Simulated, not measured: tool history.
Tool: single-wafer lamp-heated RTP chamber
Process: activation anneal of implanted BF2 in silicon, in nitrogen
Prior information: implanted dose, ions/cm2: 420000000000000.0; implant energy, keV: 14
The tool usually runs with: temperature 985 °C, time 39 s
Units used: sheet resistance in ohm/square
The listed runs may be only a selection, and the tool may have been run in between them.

run,hour,temperature,time,wafers since the last listed run,wafers since the last pyrometer calibration,wafers since the reflector plate was cleaned,hours since the gauge calibration,"read-back reference wafer on the same gauge, sheet resistance",sheet resistance
1,0.0,985,39,0,3227,6128,167.3,365.78,298.11
2,67.8,985,39,768,3996,6897,235.1,366.02,297.45
3,120.1,985,39,593,4590,7490,287.4,366.04,297.72
4,223.8,985,39,1176,5766,8666,391.1,366.57,297.34
# hour 238.6: pyrometer window cleaned and pyrometer calibrated
5,260.0,993,50,319,242,8986,427.3,366.04,293.62
6,303.2,993,50,489,732,9476,470.5,365.71,293.26
7,364.1,993,50,690,1423,10167,531.4,365.71,291.81
8,400.6,985,39,413,1837,10581,567.9,365.85,300.82
# hour 506.6: reflector plate cleaned
9,507.1,985,39,1117,2954,5,674.4,365.90,300.92
10,556.0,985,55,554,3509,560,723.3,366.19,299.04
11,640.2,1001,31,954,4464,1515,807.5,366.09,295.72
# hour 714.4: gauge calibrated
12,730.1,1006,20,1019,5483,2534,15.7,366.21,298.49
13,781.6,999,16,584,6067,3119,67.2,366.03,303.63
14,831.5,985,39,565,6633,3685,117.1,366.16,296.47
# hour 871.7: pyrometer window cleaned and pyrometer calibrated
15,888.4,985,39,554,189,4239,174.0,365.83,303.66
16,951.5,985,48,715,904,4955,237.1,365.99,300.55
17,1016.9,975,21,741,1646,5697,302.5,366.03,318.39
18,1080.1,1006,17,716,2363,6413,365.7,365.80,300.47
19,1175.5,1002,23,1082,3445,7495,461.1,366.05,297.61

Below are 3 alternative next runs, each starting from the tool's condition after run 19. Predict each:
A,1175.9,985,21,4,3449,7500,461.5,?,?
B,1175.9,961,45,4,3449,7500,461.5,?,?
C,1175.9,1005,60,4,3449,7500,461.5,?,?

run,"read-back reference wafer on the same gauge, sheet resistance",sheet resistance
A,365.73,308.29
B,365.73,316.22
C,365.73,280.56
Take away the tool's hidden state, keep each run's random variation, and the runs would have read:
run,sheet resistance
A,318.23
B,332.52
C,288.21

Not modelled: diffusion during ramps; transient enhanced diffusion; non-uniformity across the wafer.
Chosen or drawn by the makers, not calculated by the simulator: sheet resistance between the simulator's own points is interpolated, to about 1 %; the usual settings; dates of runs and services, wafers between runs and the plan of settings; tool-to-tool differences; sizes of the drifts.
